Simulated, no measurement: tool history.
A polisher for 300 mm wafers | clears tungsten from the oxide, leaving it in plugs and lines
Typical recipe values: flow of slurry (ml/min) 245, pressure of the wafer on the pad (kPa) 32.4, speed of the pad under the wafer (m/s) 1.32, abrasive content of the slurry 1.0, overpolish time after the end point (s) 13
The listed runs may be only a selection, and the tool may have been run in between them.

| run | hour | flow of slurry (ml/min) | pressure of the wafer on the pad (kPa) | speed of the pad under the wafer (m/s) | abrasive content of the slurry | overpolish time after the end point (s) | wafers since the last listed run | wafers polished on this pad | hours since the slurry nozzle was cleaned | hours since the head pressure was calibrated | hours since the slurry blender was calibrated | hours since the slurry got fresh peroxide | incoming thickness of the incoming film, nm | time until the end point was called (s) |
|---|---|---|---|---|---|---|---|---|---|---|---|---|---|---|
| 1 | 0.0 | 245 | 32.4 | 1.32 | 1.0 | 13 | 0 | 2513 | 336.7 | 333.9 | 283.3 | 35.4 | 309.9 | 36.3 |
| 2 | 97.0 | 245 | 32.4 | 1.32 | 1.0 | 13 | 1007 | 3520 | 433.7 | 430.9 | 380.3 | 132.4 | 312.1 | 36.6 |
|  | 111.8 | slurry nozzle cleaned |
|  | 125.3 | head pressure recalibrated |
|  | 141.7 | slurry blender recalibrated |
| 3 | 179.3 | 245 | 32.4 | 1.32 | 1.0 | 13 | 802 | 4323 | 67.5 | 54.0 | 37.6 | 214.7 | 311.0 | 34.7 |
|  | 193.0 | worn pad replaced by a new one |
| 4 | 218.9 | 245 | 32.4 | 1.32 | 1.0 | 13 | 369 | 269 | 107.1 | 93.6 | 77.2 | 254.3 | 306.8 | 35.1 |
| 5 | 323.1 | 245 | 32.4 | 1.32 | 1.0 | 13 | 1081 | 1351 | 211.3 | 197.8 | 181.4 | 358.5 | 307.6 | 36.2 |
|  | 392.0 | slurry tank refilled with fresh slurry and peroxide |
| 6 | 396.1 | 245 | 32.4 | 1.32 | 1.0 | 13 | 747 | 2098 | 284.3 | 270.8 | 254.4 | 4.1 | 311.1 | 37.0 |
| 7 | 472.8 | 245 | 32.4 | 1.42 | 0.8 | 13 | 796 | 2895 | 361.0 | 347.5 | 331.1 | 80.8 | 307.4 | 34.6 |
| 8 | 541.9 | 245 | 32.4 | 1.32 | 1.0 | 13 | 717 | 3612 | 430.1 | 416.6 | 400.2 | 149.9 | 305.8 | 35.7 |
|  | 561.4 | slurry blender recalibrated |
|  | 566.9 | head pressure recalibrated |
|  | 584.4 | slurry nozzle cleaned |
| 9 | 595.4 | 245 | 32.4 | 1.32 | 1.0 | 13 | 503 | 4116 | 11.0 | 28.5 | 34.0 | 203.4 | 308.3 | 34.4 |
| 10 | 635.3 | 245 | 32.4 | 1.32 | 1.0 | 13 | 414 | 4530 | 50.9 | 68.4 | 73.9 | 243.3 | 305.3 | 34.7 |
|  | 651.6 | worn pad replaced by a new one, of another model than before |
| 11 | 685.3 | 215 | 32.4 | 1.06 | 1.0 | 13 | 477 | 350 | 100.9 | 118.4 | 123.9 | 293.3 | 310.4 | 38.6 |
| 12 | 766.8 | 245 | 32.4 | 1.32 | 1.0 | 8 | 846 | 1196 | 182.4 | 199.9 | 205.4 | 374.8 | 307.9 | 34.8 |
|  | 815.2 | slurry tank refilled with fresh slurry and peroxide |
| 13 | 845.8 | 245 | 32.4 | 1.32 | 1.2 | 13 | 809 | 2006 | 261.4 | 278.9 | 284.4 | 30.6 | 311.6 | 34.9 |
| 14 | 916.7 | 245 | 32.4 | 1.32 | 1.0 | 13 | 736 | 2742 | 332.3 | 349.8 | 355.3 | 101.5 | 313.8 | 36.1 |
| 15 | 1000.6 | 325 | 32.4 | 0.88 | 1.0 | 13 | 871 | 3613 | 416.2 | 433.7 | 439.2 | 185.4 | 310.7 | 41.7 |
|  | 1009.0 | slurry blender recalibrated |
|  | 1012.5 | head pressure recalibrated |
|  | 1081.6 | slurry nozzle cleaned |
| 16 | 1091.0 | 270 | 32.4 | 1.32 | 0.9 | 7 | 886 | 4500 | 9.4 | 78.5 | 82.0 | 275.8 | 309.1 | 34.6 |
|  | 1126.9 | worn pad replaced by a new one |
| 17 | 1162.7 | 245 | 26.2 | 1.32 | 0.9 | 17 | 702 | 371 | 81.1 | 150.2 | 153.7 | 347.5 | 314.2 | 40.4 |
| 18 | 1204.7 | 245 | 22.1 | 1.50 | 1.0 | 13 | 436 | 807 | 123.1 | 192.2 | 195.7 | 389.5 | 310.9 | 40.2 |
|  | 1214.6 | slurry tank refilled with fresh slurry and peroxide |
|  | 1388.1 | slurry blender recalibrated |
|  | 1407.5 | head pressure recalibrated |
| 19 | 1470.2 | 245 | 35.9 | 1.32 | 1.0 | 13 | 2704 | 3512 | 388.6 | 62.7 | 82.1 | 255.6 | 307.3 | 33.4 |
|  | 1488.9 | slurry nozzle cleaned |
|  | 1528.7 | worn pad replaced by a new one |
| 20 | 1548.1 | 245 | 32.4 | 1.10 | 1.2 | 13 | 756 | 201 | 59.2 | 140.6 | 160.0 | 333.5 | 310.4 | 36.5 |
| 21 | 1594.6 | 245 | 32.4 | 1.32 | 1.0 | 10 | 482 | 684 | 105.7 | 187.1 | 206.5 | 380.0 | 306.4 | 34.4 |
|  | 1630.6 | slurry tank refilled with fresh slurry and peroxide |
| 22 | 1689.3 | 225 | 32.4 | 1.00 | 1.0 | 13 | 972 | 1657 | 200.4 | 281.8 | 301.2 | 58.7 | 308.5 | 39.2 |
| 23 | 1769.7 | 245 | 32.4 | 1.32 | 1.0 | 13 | 834 | 2491 | 280.8 | 362.2 | 381.6 | 139.1 | 313.8 | 36.8 |
|  | 1834.1 | head pressure recalibrated |
| 24 | 1835.5 | 175 | 32.4 | 1.32 | 1.0 | 7 | 662 | 3154 | 346.6 | 1.4 | 447.4 | 204.9 | 310.0 | 37.4 |
|  | 1869.9 | slurry blender recalibrated |
|  | 1881.2 | slurry nozzle cleaned |
|  | 1914.6 | worn pad replaced by a new one |
| 25 | 1931.9 | 245 | 32.4 | 1.32 | 1.1 | 13 | 928 | 179 | 50.7 | 97.8 | 62.0 | 301.3 | 311.9 | 34.4 |
| 26 | 2029.6 | 245 | 32.4 | 1.76 | 1.0 | 13 | 1014 | 1193 | 148.4 | 195.5 | 159.7 | 399.0 | 307.7 | 30.4 |

Alternative continuations, all from the tool just after run 26; predict every row:
| A | 2030.0 | 315 | 32.4 | 1.32 | 1.0 | 13 | 4 | 1197 | 148.8 | 195.9 | 160.1 | 399.4 | 312.2 | ? |
| B | 2030.0 | 245 | 32.4 | 0.92 | 1.1 | 13 | 4 | 1197 | 148.8 | 195.9 | 160.1 | 399.4 | 312.2 | ? |
| C | 2030.0 | 320 | 42.7 | 1.32 | 1.0 | 13 | 4 | 1197 | 148.8 | 195.9 | 160.1 | 399.4 | 312.2 | ? |

| run | time until the end point was called (s) |
|---|---|
| A | 34.8 |
| B | 40.6 |
| C | 29.5 |
What these runs would have given with no unlogged condition in the tool:
| run | time until the end point was called (s) |
|---|---|
| A | 33.9 |
| B | 39.3 |
| C | 28.7 |
